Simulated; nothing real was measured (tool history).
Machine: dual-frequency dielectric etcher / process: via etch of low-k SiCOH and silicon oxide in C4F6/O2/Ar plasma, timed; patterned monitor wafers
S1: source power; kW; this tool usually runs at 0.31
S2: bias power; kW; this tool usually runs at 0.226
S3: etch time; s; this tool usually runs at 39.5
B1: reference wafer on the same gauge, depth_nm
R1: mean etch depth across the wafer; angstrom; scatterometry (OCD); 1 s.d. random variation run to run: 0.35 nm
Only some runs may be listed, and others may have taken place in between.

run	hour	S1	S2	S3	B1	R1
1	0	0.37	0.226	39.5	104.1	1103
2	95.6	0.37	0.226	39.5	104.1	1104
3	174.7	0.31	0.205	39.5	104	996
4	231.9	0.31	0.226	39.5	104	1035
5	277.9	0.31	0.226	39.5	104	1044
# hour 333.4: wet clean of the chamber
6	333.9	0.31	0.226	39.5	104	981
7	432.3	0.38	0.258	31	104	884
8	539.8	0.31	0.252	30	104	782
# hour 553: bias power generator calibrated
9	629.8	0.25	0.255	34	103.9	837
10	708.6	0.36	0.209	39.5	103.9	1063
11	763.7	0.31	0.226	39.5	104	1022
12	868.1	0.37	0.275	34	103.9	1027
# hour 922.7: upper electrode replaced
13	923.2	0.23	0.202	39.5	104.1	879
# hour 966.3: wet clean of the chamber
14	1007.8	0.24	0.247	30.5	104	724
15	1099.4	0.31	0.226	39.5	104	1014
16	1169.2	0.31	0.226	39.5	104	1012
17	1274.6	0.31	0.253	34	104	919
18	1312.4	0.29	0.28	36	104	981
# hour 1340.3: source power generator calibrated
19	1419.6	0.31	0.275	34.5	104.1	972
20	1513.6	0.31	0.279	44.5	104	1261
21	1569.8	0.27	0.171	44	104	994
# hour 1625.3: wet clean of the chamber
22	1651.3	0.31	0.226	39.5	104	996
23	1688.6	0.35	0.192	31.5	104	794
24	1761	0.31	0.246	39.5	104	1032
25	1813.2	0.27	0.171	44	104.1	960
26	1931.2	0.35	0.226	47.5	104	1290
27	1997.1	0.31	0.226	39.5	104	1026
28	2060.3	0.31	0.183	51.5	104	1236
29	2107.8	0.31	0.226	39.5	104	1020
30	2144.8	0.31	0.181	33	104.1	793

Each row is a separate what-if for the run after 30, all from the same tool condition, not one after another. Results?
A	2145.2	0.34	0.226	39.5	?	?
B	2145.2	0.39	0.226	39.5	?	?
C	2145.2	0.31	0.28	39.5	?	?

run	B1	R1
A	104	1071
B	104	1134
C	104	1113
With no hidden state in the tool, these same runs would have given:
run	R1
A	1047
B	1109
C	1089
